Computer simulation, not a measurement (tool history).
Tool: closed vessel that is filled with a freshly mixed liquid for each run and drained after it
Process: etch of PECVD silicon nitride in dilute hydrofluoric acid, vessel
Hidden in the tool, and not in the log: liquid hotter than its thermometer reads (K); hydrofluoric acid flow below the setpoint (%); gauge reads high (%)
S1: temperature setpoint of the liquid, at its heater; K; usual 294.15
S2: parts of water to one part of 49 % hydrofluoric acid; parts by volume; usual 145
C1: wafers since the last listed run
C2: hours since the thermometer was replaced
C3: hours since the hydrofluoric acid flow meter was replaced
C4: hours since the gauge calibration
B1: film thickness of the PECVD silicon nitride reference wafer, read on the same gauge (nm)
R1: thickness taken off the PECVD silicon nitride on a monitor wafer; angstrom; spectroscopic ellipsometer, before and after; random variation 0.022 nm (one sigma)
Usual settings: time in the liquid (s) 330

Run 1, hour 0: usual settings but time in the liquid (s) 240; C1 0; C2 1953.9; C3 502; C4 250.2; B1 60.66. Result: R1 52.1 angstrom.
At hour 29.9: gauge calibrated.
Run 2, hour 35.5: usual settings but time in the liquid (s) 240; C1 2620; C2 1989.4; C3 537.5; C4 5.6; B1 60.06. Result: R1 51.6 angstrom.
Run 3, hour 53.9: usual settings; C1 1358; C2 2007.8; C3 555.9; C4 24; B1 60.13. Result: R1 71.3 angstrom.
Run 4, hour 70.4: usual settings but S1 295.15 K; C1 1217; C2 2024.3; C3 572.4; C4 40.5; B1 60.07. Result: R1 75.8 angstrom.
Run 5, hour 90.3: usual settings but S1 295.15 K; C1 1468; C2 2044.2; C3 592.3; C4 60.4; B1 60.08. Result: R1 76.4 angstrom.
Run 6, hour 102.8: usual settings but S1 295.15 K; C1 922; C2 2056.7; C3 604.8; C4 72.9; B1 60.14. Result: R1 76 angstrom.
Run 7, hour 137: usual settings but S1 292.15 K; C1 2524; C2 2090.9; C3 639; C4 107.1; B1 60.16. Result: R1 62.5 angstrom.
At hour 145.8: hydrofluoric acid flow meter replaced.
Run 8, hour 154.8: usual settings; C1 1240; C2 2108.7; C3 9; C4 124.9; B1 60.19. Result: R1 71.3 angstrom.
At hour 166.3: thermometer replaced.
Run 9, hour 169: usual settings but time in the liquid (s) 195; C1 974; C2 2.7; C3 23.2; C4 139.1; B1 60.26. Result: R1 42.1 angstrom.
Run 10, hour 234.2: usual settings but S1 295.65 K, S2 185 parts by volume, time in the liquid (s) 440; C1 4812; C2 67.9; C3 88.4; C4 204.3; B1 60.43. Result: R1 82.9 angstrom.
Run 11, hour 248.3: usual settings; C1 1040; C2 82; C3 102.5; C4 218.4; B1 60.49. Result: R1 71.8 angstrom.
Run 12, hour 274.7: usual settings but S1 292.65 K, S2 85 parts by volume; C1 1948; C2 108.4; C3 128.9; C4 244.8; B1 60.62. Result: R1 109.2 angstrom.
At hour 289.2: gauge calibrated.
Run 13, hour 304.8: usual settings; C1 2221; C2 138.5; C3 159; C4 15.6; B1 59.93. Result: R1 71 angstrom.
Run 14, hour 321.7: usual settings but S1 292.65 K, S2 85 parts by volume; C1 1247; C2 155.4; C3 175.9; C4 32.5; B1 59.9. Result: R1 108.3 angstrom.
Run 15, hour 351.2: usual settings but S1 291.15 K, S2 80 parts by volume; C1 2177; C2 184.9; C3 205.4; C4 62; B1 59.99. Result: R1 103.2 angstrom.
Run 16, hour 379.4: usual settings but S2 175 parts by volume, time in the liquid (s) 405; C1 2081; C2 213.1; C3 233.6; C4 90.2; B1 59.99. Result: R1 72.5 angstrom.

How the hidden state differs across the entries between the runs, from the last listed run before each to the first after it:
Between runs 1 and 2: gauge calibrated (hour 29.9)
  gauge reads high (%): 1.11 -> 0.109
  measured less the result without the state, R1: +0.6 -> +0.1 angstrom
Between runs 7 and 8: hydrofluoric acid flow meter replaced (hour 145.8)
  gauge reads high (%): 0.28 -> 0.342
  measured less the result without the state, R1: +0.2 -> +0.3 angstrom
Between runs 8 and 9: thermometer replaced (hour 166.3)
  gauge reads high (%): 0.342 -> 0.398
  measured less the result without the state, R1: +0.3 -> +0.1 angstrom
Between runs 12 and 13: gauge calibrated (hour 289.2)
  gauge reads high (%): 1 -> -0.127
  measured less the result without the state, R1: +1 -> -0.1 angstrom

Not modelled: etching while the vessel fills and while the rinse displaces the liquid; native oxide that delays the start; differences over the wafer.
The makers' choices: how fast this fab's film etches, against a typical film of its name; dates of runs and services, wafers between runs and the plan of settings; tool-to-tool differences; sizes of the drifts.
